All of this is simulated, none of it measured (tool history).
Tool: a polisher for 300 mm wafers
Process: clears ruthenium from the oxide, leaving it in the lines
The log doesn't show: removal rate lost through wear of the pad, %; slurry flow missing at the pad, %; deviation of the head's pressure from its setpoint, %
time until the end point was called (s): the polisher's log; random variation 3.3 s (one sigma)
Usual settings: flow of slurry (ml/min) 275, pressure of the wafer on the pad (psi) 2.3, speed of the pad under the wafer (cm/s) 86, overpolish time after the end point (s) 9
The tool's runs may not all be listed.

| run | hour | flow of slurry (ml/min) | pressure of the wafer on the pad (psi) | speed of the pad under the wafer (cm/s) | overpolish time after the end point (s) | wafers since the last listed run | wafers polished on this pad | hours since the slurry nozzle was cleaned | hours since the head pressure was calibrated | incoming thickness of the incoming film, nm | time until the end point was called (s) |
|---|---|---|---|---|---|---|---|---|---|---|---|
| 1 | 0.0 | 330 | 2.3 | 86 | 9 | 0 | 1206 | 249.7 | 93.8 | 183.4 | 223.7 |
|  | 27.8 | worn pad replaced by a new one |
| 2 | 181.0 | 330 | 2.3 | 86 | 9 | 1324 | 1145 | 430.7 | 274.8 | 184.1 | 216.3 |
|  | 198.5 | worn pad replaced by a new one |
|  | 215.2 | slurry nozzle cleaned |
| 3 | 215.7 | 330 | 2.3 | 86 | 9 | 222 | 121 | 0.5 | 309.5 | 181.9 | 192.0 |
| 4 | 249.8 | 275 | 2.3 | 86 | 9 | 255 | 376 | 34.6 | 343.6 | 181.5 | 201.2 |
| 5 | 275.0 | 275 | 2.3 | 86 | 9 | 188 | 565 | 59.8 | 368.8 | 181.3 | 199.7 |
| 6 | 311.3 | 200 | 2.5 | 86 | 9 | 271 | 836 | 96.1 | 405.1 | 176.7 | 203.5 |
| 7 | 354.8 | 200 | 2.5 | 86 | 9 | 325 | 1162 | 139.6 | 448.6 | 178.1 | 213.3 |
|  | 375.4 | worn pad replaced by a new one |
| 8 | 383.4 | 200 | 2.5 | 86 | 9 | 184 | 59 | 168.2 | 477.2 | 178.6 | 188.6 |
| 9 | 441.4 | 275 | 2.3 | 68 | 9 | 433 | 493 | 226.2 | 535.2 | 182.9 | 276.6 |
| 10 | 502.2 | 300 | 2.7 | 86 | 9 | 454 | 948 | 287.0 | 596.0 | 183.0 | 190.8 |
| 11 | 534.3 | 275 | 2.3 | 86 | 9 | 240 | 1188 | 319.1 | 628.1 | 181.5 | 227.5 |
|  | 540.6 | worn pad replaced by a new one |
| 12 | 583.8 | 275 | 2.3 | 86 | 4 | 340 | 322 | 368.6 | 677.6 | 180.2 | 214.4 |
|  | 604.0 | head pressure recalibrated |
| 13 | 635.5 | 215 | 1.6 | 86 | 9 | 371 | 694 | 420.3 | 31.5 | 180.2 | 317.9 |
|  | 664.8 | slurry nozzle cleaned |
| 14 | 680.3 | 275 | 1.7 | 64 | 11 | 327 | 1022 | 15.5 | 76.3 | 182.1 | 372.8 |
| 15 | 724.5 | 230 | 2.6 | 108 | 12 | 330 | 1353 | 59.7 | 120.5 | 178.0 | 146.9 |
|  | 730.9 | worn pad replaced by a new one |
| 16 | 787.6 | 275 | 2.3 | 100 | 9 | 442 | 423 | 122.8 | 183.6 | 181.7 | 177.7 |
| 17 | 816.2 | 275 | 2.3 | 86 | 9 | 213 | 637 | 151.4 | 212.2 | 180.7 | 215.1 |
| 18 | 860.0 | 330 | 1.6 | 86 | 11 | 327 | 965 | 195.2 | 256.0 | 179.4 | 284.4 |
| 19 | 891.1 | 275 | 2.3 | 86 | 12 | 232 | 1198 | 226.3 | 287.1 | 180.5 | 219.6 |

Forecast each of these 5 alternatives for the next run:
| A | 891.6 | 275 | 2.3 | 86 | 9 | 3 | 1201 | 226.8 | 287.6 | 176.7 | ? |
| B | 891.6 | 275 | 1.6 | 86 | 9 | 3 | 1201 | 226.8 | 287.6 | 176.7 | ? |
| C | 891.6 | 305 | 2.0 | 86 | 9 | 3 | 1201 | 226.8 | 287.6 | 176.7 | ? |
| D | 891.6 | 210 | 2.3 | 86 | 9 | 3 | 1201 | 226.8 | 287.6 | 176.7 | ? |
| E | 891.6 | 350 | 2.3 | 86 | 9 | 3 | 1201 | 226.8 | 287.6 | 176.7 | ? |

| run | time until the end point was called (s) |
|---|---|
| A | 214.8 |
| B | 300.2 |
| C | 240.5 |
| D | 226.0 |
| E | 206.9 |
Without the tool's hidden state the same runs would have given:
| run | time until the end point was called (s) |
|---|---|
| A | 175.5 |
| B | 245.3 |
| C | 197.8 |
| D | 181.5 |
| E | 171.6 |
